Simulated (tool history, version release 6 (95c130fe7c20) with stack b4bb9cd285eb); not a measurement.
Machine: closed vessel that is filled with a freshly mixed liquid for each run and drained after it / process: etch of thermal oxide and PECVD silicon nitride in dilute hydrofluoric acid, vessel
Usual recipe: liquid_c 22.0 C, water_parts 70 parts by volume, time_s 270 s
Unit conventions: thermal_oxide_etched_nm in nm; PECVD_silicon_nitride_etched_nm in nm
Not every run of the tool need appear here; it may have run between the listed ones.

run	hour	liquid_c	water_parts	time_s	wafers since the last listed run	hours since the thermometer was replaced	hours since the hydrofluoric acid flow meter was replaced	hours since the gauge calibration	read-back film thickness of the thermal oxide reference wafer, read on the same gauge (nm)	read-back film thickness of the PECVD silicon nitride reference wafer, read on the same gauge (nm)	thermal_oxide_etched_nm	PECVD_silicon_nitride_etched_nm
1	0.0	22.0	70	270	0	1805.5	2087.7	231.5	89.97	49.99	19.11	16.87
2	6.7	22.0	70	270	592	1812.2	2094.4	238.2	90.04	50.01	19.16	16.73
3	14.6	20.5	70	270	698	1820.1	2102.3	246.1	89.98	50.00	17.86	15.02
4	21.8	20.5	70	270	636	1827.3	2109.5	253.3	89.98	50.05	17.83	15.14
5	38.1	20.5	70	270	1440	1843.6	2125.8	269.6	90.01	49.99	17.84	15.41
6	52.5	22.0	70	270	1272	1858.0	2140.2	284.0	89.97	49.99	18.79	16.79
7	64.6	22.0	70	270	1069	1870.1	2152.3	296.1	90.00	50.01	18.91	16.84
8	76.9	22.0	70	270	1087	1882.4	2164.6	308.4	89.96	50.01	19.04	16.86
9	92.6	22.0	70	270	1387	1898.1	2180.3	324.1	89.98	50.02	19.00	16.70
10	107.1	18.5	70	270	1281	1912.6	2194.8	338.6	90.00	50.00	16.51	13.25
11	116.5	22.0	70	270	830	1922.0	2204.2	348.0	89.99	49.98	19.01	16.87
12	124.2	18.0	100	205	680	1929.7	2211.9	355.7	90.03	50.01	8.21	6.95
13	131.8	22.0	70	270	671	1937.3	2219.5	363.3	90.04	49.99	19.04	16.94
# hour 163.8: hydrofluoric acid flow meter replaced
14	181.4	22.0	90	270	4295	1986.9	17.6	412.9	89.99	50.02	14.58	13.03
15	193.3	22.0	70	270	1051	1998.8	29.5	424.8	89.99	50.05	19.19	16.96
16	202.6	22.0	70	270	821	2008.1	38.8	434.1	90.00	50.00	19.18	17.13
# hour 203.9: gauge calibrated
17	209.5	19.0	45	140	609	2015.0	45.7	5.6	90.01	50.05	14.07	11.03
18	218.2	24.5	100	220	768	2023.7	54.4	14.3	89.99	49.98	11.67	11.58
19	234.0	20.0	90	155	1396	2039.5	70.2	30.1	90.03	50.05	7.62	6.70
# hour 247.3: thermometer replaced
20	282.5	17.0	60	180	4198	35.2	118.7	78.6	89.99	50.01	10.79	7.68
21	298.3	22.0	70	205	1396	51.0	134.5	94.4	90.01	50.02	12.98	10.70
22	316.2	22.0	70	270	1582	68.9	152.4	112.3	90.02	49.99	17.14	14.14
23	323.3	24.5	70	270	627	76.0	159.5	119.4	90.02	50.04	18.99	16.86
24	337.7	20.0	70	395	1272	90.4	173.9	133.8	90.00	49.98	23.01	18.08
25	351.3	17.0	70	185	1201	104.0	187.5	147.4	90.00	49.99	9.51	6.85
26	369.2	22.0	70	270	1582	121.9	205.4	165.3	90.01	50.01	17.23	14.22
27	383.1	18.0	100	205	1228	135.8	219.3	179.2	90.04	50.00	7.48	5.83

Predict each of these 3 candidate next runs independently; none follows another, all start after run 27:
A	383.8	22.0	70	335	61	136.5	220.0	179.9	?	?	?	?
B	383.8	24.0	45	420	61	136.5	220.0	179.9	?	?	?	?
C	383.8	18.0	40	215	61	136.5	220.0	179.9	?	?	?	?

run	read-back film thickness of the thermal oxide reference wafer, read on the same gauge (nm)	read-back film thickness of the PECVD silicon nitride reference wafer, read on the same gauge (nm)	thermal_oxide_etched_nm	PECVD_silicon_nitride_etched_nm
A	89.98	50.03	21.53	17.97
B	89.98	50.03	47.08	39.76
C	89.98	50.03	21.17	15.08
With no hidden state in the tool, these same runs would have given:
run	thermal_oxide_etched_nm	PECVD_silicon_nitride_etched_nm
A	21.31	17.67
B	46.60	39.09
C	20.94	14.81

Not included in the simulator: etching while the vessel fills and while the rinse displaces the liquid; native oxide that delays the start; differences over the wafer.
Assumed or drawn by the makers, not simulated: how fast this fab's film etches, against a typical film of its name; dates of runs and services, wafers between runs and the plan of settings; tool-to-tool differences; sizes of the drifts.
